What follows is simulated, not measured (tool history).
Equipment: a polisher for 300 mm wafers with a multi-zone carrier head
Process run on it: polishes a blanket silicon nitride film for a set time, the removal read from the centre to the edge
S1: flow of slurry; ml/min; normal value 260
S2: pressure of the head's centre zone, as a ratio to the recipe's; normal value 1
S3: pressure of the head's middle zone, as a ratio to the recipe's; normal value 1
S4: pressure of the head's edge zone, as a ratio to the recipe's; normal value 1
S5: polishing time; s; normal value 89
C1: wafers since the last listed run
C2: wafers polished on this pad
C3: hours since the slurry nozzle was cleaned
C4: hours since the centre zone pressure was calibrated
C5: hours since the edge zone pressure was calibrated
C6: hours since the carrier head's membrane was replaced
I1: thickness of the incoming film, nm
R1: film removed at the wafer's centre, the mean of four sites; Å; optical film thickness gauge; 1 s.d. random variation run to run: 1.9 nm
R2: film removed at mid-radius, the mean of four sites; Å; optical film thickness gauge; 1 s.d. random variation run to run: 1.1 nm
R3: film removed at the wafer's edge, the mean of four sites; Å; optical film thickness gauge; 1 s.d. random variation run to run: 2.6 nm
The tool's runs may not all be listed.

run 1 hour=0 | S1=260 S2=1 S3=1 S4=1 S5=89 | C1=0 C2=1354 C3=209.7 C4=833.1 C5=826.5 C6=976.7 | I1=680.3 | R1=1631 R2=1745 R3=1784
-- hour=3.9 worn pad replaced by a new one
run 2 hour=22.6 | S1=260 S2=1 S3=0.92 S4=1 S5=89 | C1=168 C2=168 C3=232.3 C4=855.7 C5=849.1 C6=999.3 | I1=681.3 | R1=1611 R2=1616 R3=1763
run 3 hour=57.3 | S1=260 S2=1 S3=0.92 S4=1 S5=89 | C1=311 C2=479 C3=267 C4=890.4 C5=883.8 C6=1034 | I1=674.8 | R1=1614 R2=1634 R3=1772
run 4 hour=77.4 | S1=260 S2=1 S3=0.92 S4=1 S5=89 | C1=180 C2=660 C3=287.1 C4=910.5 C5=903.9 C6=1054.1 | I1=678.1 | R1=1611 R2=1648 R3=1786
run 5 hour=91.7 | S1=260 S2=1.09 S3=1 S4=1 S5=89 | C1=128 C2=788 C3=301.4 C4=924.8 C5=918.2 C6=1068.4 | I1=694.6 | R1=1737 R2=1758 R3=1796
run 6 hour=115.5 | S1=260 S2=1.09 S3=1 S4=1 S5=89 | C1=213 C2=1002 C3=325.2 C4=948.6 C5=942 C6=1092.2 | I1=682.3 | R1=1763 R2=1765 R3=1795
run 7 hour=135.3 | S1=260 S2=1 S3=1 S4=1 S5=89 | C1=177 C2=1180 C3=345 C4=968.4 C5=961.8 C6=1112 | I1=686 | R1=1608 R2=1750 R3=1797
-- hour=148.1 edge zone pressure recalibrated
-- hour=160.7 worn pad replaced by a new one
-- hour=175.3 carrier head's membrane replaced by a new one
run 8 hour=175.8 | S1=260 S2=1 S3=1 S4=1 S5=89 | C1=264 C2=90 C3=385.5 C4=1008.9 C5=27.7 C6=0.5 | I1=679 | R1=1574 R2=1752 R3=1768
run 9 hour=196.1 | S1=260 S2=1 S3=1 S4=1 S5=89 | C1=182 C2=272 C3=405.8 C4=1029.2 C5=48 C6=20.8 | I1=673.8 | R1=1591 R2=1750 R3=1806
run 10 hour=219.4 | S1=260 S2=1 S3=1 S4=1 S5=89 | C1=209 C2=482 C3=429.1 C4=1052.5 C5=71.3 C6=44.1 | I1=667.4 | R1=1586 R2=1757 R3=1742
run 11 hour=234.4 | S1=260 S2=1 S3=0.92 S4=1 S5=89 | C1=134 C2=616 C3=444.1 C4=1067.5 C5=86.3 C6=59.1 | I1=681.4 | R1=1587 R2=1635 R3=1752
run 12 hour=246.6 | S1=260 S2=1 S3=1 S4=1 S5=78 | C1=109 C2=726 C3=456.3 C4=1079.7 C5=98.5 C6=71.3 | I1=689.1 | R1=1397 R2=1537 R3=1568
run 13 hour=267.4 | S1=260 S2=1 S3=1 S4=1.06 S5=74 | C1=186 C2=913 C3=477.1 C4=1100.5 C5=119.3 C6=92.1 | I1=678.4 | R1=1335 R2=1459 R3=1489
-- hour=282.3 slurry nozzle cleaned
run 14 hour=297.2 | S1=260 S2=1 S3=1 S4=1 S5=107 | C1=258 C2=1171 C3=14.9 C4=1130.3 C5=149.1 C6=121.9 | I1=681.2 | R1=1920 R2=2111 R3=2148
-- hour=314.7 worn pad replaced by a new one
run 15 hour=321.9 | S1=260 S2=0.93 S3=1 S4=1 S5=89 | C1=185 C2=64 C3=39.6 C4=1155 C5=173.8 C6=146.6 | I1=683 | R1=1456 R2=1769 R3=1782
-- hour=342.4 centre zone pressure recalibrated
run 16 hour=347.1 | S1=260 S2=1 S3=1 S4=1 S5=89 | C1=208 C2=272 C3=64.8 C4=4.7 C5=199 C6=171.8 | I1=679.4 | R1=1786 R2=1752 R3=1827
run 17 hour=378.6 | S1=190 S2=0.92 S3=1 S4=1 S5=101 | C1=282 C2=555 C3=96.3 C4=36.2 C5=230.5 C6=203.3 | I1=671.9 | R1=1805 R2=1910 R3=2012
run 18 hour=408.7 | S1=260 S2=1 S3=0.9 S4=1 S5=89 | C1=270 C2=825 C3=126.4 C4=66.3 C5=260.6 C6=233.4 | I1=683.3 | R1=1774 R2=1606 R3=1781
run 19 hour=428.3 | S1=260 S2=1 S3=0.94 S4=1 S5=89 | C1=176 C2=1001 C3=146 C4=85.9 C5=280.2 C6=253 | I1=673 | R1=1771 R2=1669 R3=1789
run 20 hour=444.2 | S1=260 S2=1 S3=1 S4=1 S5=89 | C1=142 C2=1144 C3=161.9 C4=101.8 C5=296.1 C6=268.9 | I1=687.7 | R1=1756 R2=1744 R3=1787

What if the next run were any one of these 4? Each begins from the tool's condition after run 20:
run A hour=444.7 | S1=260 S2=1.04 S3=1 S4=1 S5=89 | C1=4 C2=1149 C3=162.4 C4=102.3 C5=296.6 C6=269.4 | I1=693.3 | R1=? R2=? R3=?
run B hour=444.7 | S1=345 S2=0.89 S3=1 S4=1 S5=115 | C1=4 C2=1149 C3=162.4 C4=102.3 C5=296.6 C6=269.4 | I1=693.3 | R1=? R2=? R3=?
run C hour=444.7 | S1=260 S2=1 S3=1 S4=1 S5=72 | C1=4 C2=1149 C3=162.4 C4=102.3 C5=296.6 C6=269.4 | I1=693.3 | R1=? R2=? R3=?
run D hour=444.7 | S1=205 S2=1 S3=0.91 S4=0.88 S5=103 | C1=4 C2=1149 C3=162.4 C4=102.3 C5=296.6 C6=269.4 | I1=693.3 | R1=? R2=? R3=?

run=A R1=1812 R2=1771 R3=1825
run=B R1=2058 R2=2350 R3=2405
run=C R1=1409 R2=1433 R3=1477
run=D R1=1957 R2=1846 R3=1964
What these runs would have given with no unlogged condition in the tool:
run=A R1=1848 R2=1771 R3=1825
run=B R1=2099 R2=2349 R3=2405
run=C R1=1437 R2=1433 R3=1477
run=D R1=1995 R2=1845 R3=1964

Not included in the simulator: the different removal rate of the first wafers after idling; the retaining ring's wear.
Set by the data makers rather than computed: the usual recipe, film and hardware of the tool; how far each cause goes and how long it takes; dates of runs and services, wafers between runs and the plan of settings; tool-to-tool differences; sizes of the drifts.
